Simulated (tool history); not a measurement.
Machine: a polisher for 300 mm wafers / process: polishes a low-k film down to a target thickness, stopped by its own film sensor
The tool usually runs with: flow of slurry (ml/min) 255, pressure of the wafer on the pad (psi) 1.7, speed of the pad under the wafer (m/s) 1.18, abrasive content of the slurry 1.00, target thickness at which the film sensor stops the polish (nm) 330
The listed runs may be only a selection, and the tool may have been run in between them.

| run | hour | flow of slurry (ml/min) | pressure of the wafer on the pad (psi) | speed of the pad under the wafer (m/s) | abrasive content of the slurry | target thickness at which the film sensor stops the polish (nm) | incoming thickness of the incoming film, nm | time until the film sensor stopped the polish (s) |
|---|---|---|---|---|---|---|---|---|
| 1 | 0.0 | 255 | 1.7 | 1.40 | 1.00 | 330 | 360.0 | 62.1 |
| 2 | 14.3 | 255 | 1.7 | 1.40 | 1.00 | 330 | 361.8 | 64.3 |
|  | 23.3 | worn pad replaced by a new one |
| 3 | 32.7 | 255 | 1.7 | 1.40 | 1.00 | 330 | 365.0 | 68.3 |
| 4 | 38.7 | 255 | 1.7 | 1.18 | 1.00 | 330 | 354.1 | 55.9 |
|  | 46.8 | slurry blender recalibrated |
| 5 | 50.8 | 255 | 1.7 | 1.18 | 1.00 | 330 | 362.7 | 65.0 |
|  | 59.5 | slurry nozzle cleaned |
| 6 | 60.0 | 255 | 1.7 | 1.18 | 1.00 | 330 | 356.0 | 52.4 |
| 7 | 71.0 | 255 | 1.7 | 1.40 | 1.15 | 330 | 355.6 | 43.0 |
| 8 | 81.8 | 255 | 1.7 | 1.48 | 0.85 | 330 | 359.0 | 55.9 |
|  | 84.6 | head pressure recalibrated |
|  | 92.3 | worn pad replaced by a new one |
| 9 | 94.0 | 255 | 1.5 | 1.18 | 1.00 | 340 | 359.0 | 42.6 |
| 10 | 105.2 | 280 | 1.7 | 1.36 | 1.15 | 321 | 359.7 | 62.5 |
|  | 111.2 | conditioning disc replaced and pad reconditioned |
| 11 | 116.3 | 300 | 1.2 | 1.40 | 1.00 | 322 | 361.5 | 98.8 |
| 12 | 125.3 | 255 | 1.7 | 1.48 | 0.85 | 330 | 361.9 | 63.4 |
| 13 | 134.6 | 255 | 2.0 | 1.18 | 0.75 | 324 | 357.7 | 74.1 |
| 14 | 144.2 | 295 | 2.0 | 1.02 | 0.70 | 330 | 364.9 | 87.8 |

3 options for the next run, each taken on its own from the tool as it stands now. Forecast them:
| A | 144.6 | 255 | 1.7 | 1.18 | 1.00 | 330 | 365.2 | ? |
| B | 144.6 | 255 | 1.9 | 0.94 | 1.00 | 337 | 365.2 | ? |
| C | 144.6 | 255 | 2.0 | 1.18 | 1.00 | 330 | 365.2 | ? |

| run | time until the film sensor stopped the polish (s) |
|---|---|
| A | 75.7 |
| B | 65.1 |
| C | 64.3 |
Stripped of hidden state, with their random variation kept, the same runs would have yielded:
| run | time until the film sensor stopped the polish (s) |
|---|---|
| A | 65.4 |
| B | 56.3 |
| C | 55.6 |

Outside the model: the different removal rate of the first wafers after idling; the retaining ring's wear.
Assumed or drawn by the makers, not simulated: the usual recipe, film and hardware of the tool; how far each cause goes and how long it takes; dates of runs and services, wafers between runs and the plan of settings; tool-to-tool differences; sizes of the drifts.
